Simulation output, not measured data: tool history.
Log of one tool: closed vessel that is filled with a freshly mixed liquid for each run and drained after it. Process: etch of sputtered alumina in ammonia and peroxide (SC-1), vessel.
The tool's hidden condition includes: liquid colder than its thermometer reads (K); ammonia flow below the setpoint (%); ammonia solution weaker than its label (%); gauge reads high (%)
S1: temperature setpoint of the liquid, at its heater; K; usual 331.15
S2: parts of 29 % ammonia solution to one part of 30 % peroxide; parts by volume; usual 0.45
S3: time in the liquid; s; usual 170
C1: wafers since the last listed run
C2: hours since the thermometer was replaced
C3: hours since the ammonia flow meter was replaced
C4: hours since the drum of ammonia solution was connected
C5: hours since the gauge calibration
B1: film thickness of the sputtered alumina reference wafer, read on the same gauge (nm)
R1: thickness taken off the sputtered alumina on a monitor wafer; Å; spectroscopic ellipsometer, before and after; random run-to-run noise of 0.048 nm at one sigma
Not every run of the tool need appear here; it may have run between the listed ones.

| run | hour | S1 | S2 | S3 | C1 | C2 | C3 | C4 | C5 | B1 | R1 |
|---|---|---|---|---|---|---|---|---|---|---|---|
| 1 | 0 | 331.15 | 0.45 | 170 | 0 | 1363.5 | 661.8 | 833.1 | 528.1 | 50.01 | 192 |
|  | 15.7 | ammonia flow meter replaced |
| 2 | 48 | 324.65 | 0.45 | 170 | 6009 | 1411.5 | 32.3 | 881.1 | 576.1 | 49.98 | 135.4 |
| 3 | 119.6 | 331.15 | 0.45 | 170 | 9155 | 1483.1 | 103.9 | 952.7 | 647.7 | 50.02 | 191.4 |
| 4 | 189.6 | 331.15 | 0.5 | 170 | 8950 | 1553.1 | 173.9 | 1022.7 | 717.7 | 50 | 192.3 |
| 5 | 257 | 331.15 | 0.5 | 170 | 8618 | 1620.5 | 241.3 | 1090.1 | 785.1 | 50 | 193.2 |
|  | 263.2 | gauge calibrated |
| 6 | 317.5 | 331.15 | 0.5 | 170 | 7736 | 1681 | 301.8 | 1150.6 | 54.3 | 50.02 | 192.4 |
|  | 323.9 | new drum of ammonia solution connected |
| 7 | 369.2 | 331.15 | 0.45 | 170 | 6482 | 1732.7 | 353.5 | 45.3 | 106 | 50.01 | 192.6 |
|  | 413.5 | thermometer replaced |
| 8 | 437 | 331.15 | 0.45 | 170 | 8541 | 23.5 | 421.3 | 113.1 | 173.8 | 49.99 | 199.9 |
| 9 | 495.2 | 331.15 | 0.6 | 110 | 7441 | 81.7 | 479.5 | 171.3 | 232 | 50 | 132.4 |
| 10 | 534.5 | 331.15 | 0.3 | 100 | 5025 | 121 | 518.8 | 210.6 | 271.3 | 49.99 | 112.1 |
|  | 542.1 | ammonia flow meter replaced |
| 11 | 565.7 | 331.15 | 0.55 | 170 | 3861 | 152.2 | 23.6 | 241.8 | 302.5 | 49.97 | 201.8 |
| 12 | 606.2 | 334.65 | 0.55 | 110 | 5178 | 192.7 | 64.1 | 282.3 | 343 | 50 | 156.6 |
| 13 | 663.5 | 336.65 | 0.3 | 220 | 7326 | 250 | 121.4 | 339.6 | 400.3 | 49.99 | 327 |
| 14 | 721.8 | 331.15 | 0.35 | 170 | 7454 | 308.3 | 179.7 | 397.9 | 458.6 | 49.99 | 193.2 |
| 15 | 765.5 | 334.65 | 0.55 | 100 | 5587 | 352 | 223.4 | 441.6 | 502.3 | 50 | 141.5 |

Consider 4 possible next runs. They are alternatives, not a sequence: every one starts from the tool as it was left by run 15. What does each give?
| A | 766.2 | 331.15 | 0.45 | 170 | 89 | 352.7 | 224.1 | 442.3 | 503 | ? | ? |
| B | 766.2 | 336.65 | 0.35 | 210 | 89 | 352.7 | 224.1 | 442.3 | 503 | ? | ? |
| C | 766.2 | 338.65 | 0.35 | 205 | 89 | 352.7 | 224.1 | 442.3 | 503 | ? | ? |
| D | 766.2 | 326.15 | 0.35 | 95 | 89 | 352.7 | 224.1 | 442.3 | 503 | ? | ? |

| run | B1 | R1 |
|---|---|---|
| A | 50 | 197.4 |
| B | 50 | 315.4 |
| C | 50 | 340.2 |
| D | 50 | 82.6 |
Without the tool's unlogged condition, the same runs would have read:
| run | R1 |
|---|---|
| A | 199.7 |
| B | 319.1 |
| C | 344.2 |
| D | 83.6 |

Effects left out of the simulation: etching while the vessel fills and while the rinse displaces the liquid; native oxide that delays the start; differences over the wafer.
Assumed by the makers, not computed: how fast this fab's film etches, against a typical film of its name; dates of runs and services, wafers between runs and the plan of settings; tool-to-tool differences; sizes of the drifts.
